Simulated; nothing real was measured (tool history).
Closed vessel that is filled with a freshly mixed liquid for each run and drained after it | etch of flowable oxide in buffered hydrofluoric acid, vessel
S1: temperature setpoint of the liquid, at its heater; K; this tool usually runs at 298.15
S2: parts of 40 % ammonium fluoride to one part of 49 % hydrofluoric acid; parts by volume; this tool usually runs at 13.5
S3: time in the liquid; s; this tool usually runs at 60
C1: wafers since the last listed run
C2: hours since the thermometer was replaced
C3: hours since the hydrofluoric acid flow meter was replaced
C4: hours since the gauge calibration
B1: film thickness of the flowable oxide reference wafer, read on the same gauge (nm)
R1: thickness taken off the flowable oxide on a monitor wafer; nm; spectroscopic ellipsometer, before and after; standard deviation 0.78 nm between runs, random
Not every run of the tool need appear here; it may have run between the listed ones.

Run 1, hour 0: usual settings; C1 0; C2 2430.3; C3 1332.1; C4 557.7; B1 90.03. Result: R1 234.61 nm.
Run 2, hour 9.3: usual settings; C1 1269; C2 2439.6; C3 1341.4; C4 567; B1 89.97. Result: R1 236.25 nm.
Run 3, hour 25: usual settings but S2 11 parts by volume; C1 2142; C2 2455.3; C3 1357.1; C4 582.7; B1 90.03. Result: R1 288.03 nm.
At hour 38.9: thermometer replaced.
Run 4, hour 39.4: usual settings but S2 11 parts by volume; C1 1828; C2 0.5; C3 1371.5; C4 597.1; B1 90.02. Result: R1 288.12 nm.
Run 5, hour 58.7: usual settings but S2 11 parts by volume; C1 2633; C2 19.8; C3 1390.8; C4 616.4; B1 90.01. Result: R1 290.37 nm.
At hour 63.2: hydrofluoric acid flow meter replaced.
At hour 69.9: gauge calibrated.
Run 6, hour 71.2: usual settings; C1 1569; C2 32.3; C3 8; C4 1.3; B1 89.99. Result: R1 236.93 nm.
Run 7, hour 86.3: usual settings; C1 2060; C2 47.4; C3 23.1; C4 16.4; B1 90. Result: R1 235.49 nm.
Run 8, hour 101.8: usual settings; C1 2115; C2 62.9; C3 38.6; C4 31.9; B1 89.99. Result: R1 236.28 nm.
Run 9, hour 112: usual settings; C1 1391; C2 73.1; C3 48.8; C4 42.1; B1 90.01. Result: R1 236.25 nm.
Run 10, hour 125.2: usual settings; C1 1801; C2 86.3; C3 62; C4 55.3; B1 89.98. Result: R1 235.18 nm.
Run 11, hour 133.3: usual settings but S1 294.15 K, S2 18 parts by volume; C1 1105; C2 94.4; C3 70.1; C4 63.4; B1 89.99. Result: R1 142.85 nm.
Run 12, hour 151.2: usual settings but S1 300.15 K; C1 2442; C2 112.3; C3 88; C4 81.3; B1 90.02. Result: R1 262.29 nm.
Run 13, hour 158.1: usual settings but S1 296.65 K, S2 8.5 parts by volume; C1 941; C2 119.2; C3 94.9; C4 88.2; B1 90.02. Result: R1 330.07 nm.
Run 14, hour 169.4: usual settings but S2 17 parts by volume, S3 95 s; C1 1542; C2 130.5; C3 106.2; C4 99.5; B1 89.98. Result: R1 299.35 nm.
Run 15, hour 178.2: usual settings but S2 9 parts by volume; C1 1200; C2 139.3; C3 115; C4 108.3; B1 90.01. Result: R1 336.5 nm.
Run 16, hour 186.6: usual settings but S1 293.15 K, S2 15.5 parts by volume, S3 40 s; C1 1146; C2 147.7; C3 123.4; C4 116.7; B1 90. Result: R1 104.56 nm.
Run 17, hour 193.9: usual settings but S1 300.65 K, S2 16 parts by volume, S3 30 s; C1 996; C2 155; C3 130.7; C4 124; B1 90.01. Result: R1 114.02 nm.
Run 18, hour 201.4: usual settings but S2 11.5 parts by volume, S3 40 s; C1 1023; C2 162.5; C3 138.2; C4 131.5; B1 90. Result: R1 184.44 nm.
Run 19, hour 213.2: usual settings but S1 301.15 K, S2 16.5 parts by volume; C1 1610; C2 174.3; C3 150; C4 143.3; B1 90. Result: R1 227.36 nm.
Run 20, hour 225.1: usual settings; C1 1623; C2 186.2; C3 161.9; C4 155.2; B1 89.99. Result: R1 236.05 nm.

What does the tool deliver on the next run?
Run 21, hour 234: usual settings but S3 90 s; C1 1214; C2 195.1; C3 170.8; C4 164.1; B1 ?. Result: R1 ?.

{"run 21": {"B1": 89.99, "R1": 355.03}}
With the hidden condition absent and the run-to-run variation left alone, this run would have shown R1 355.03 nm.
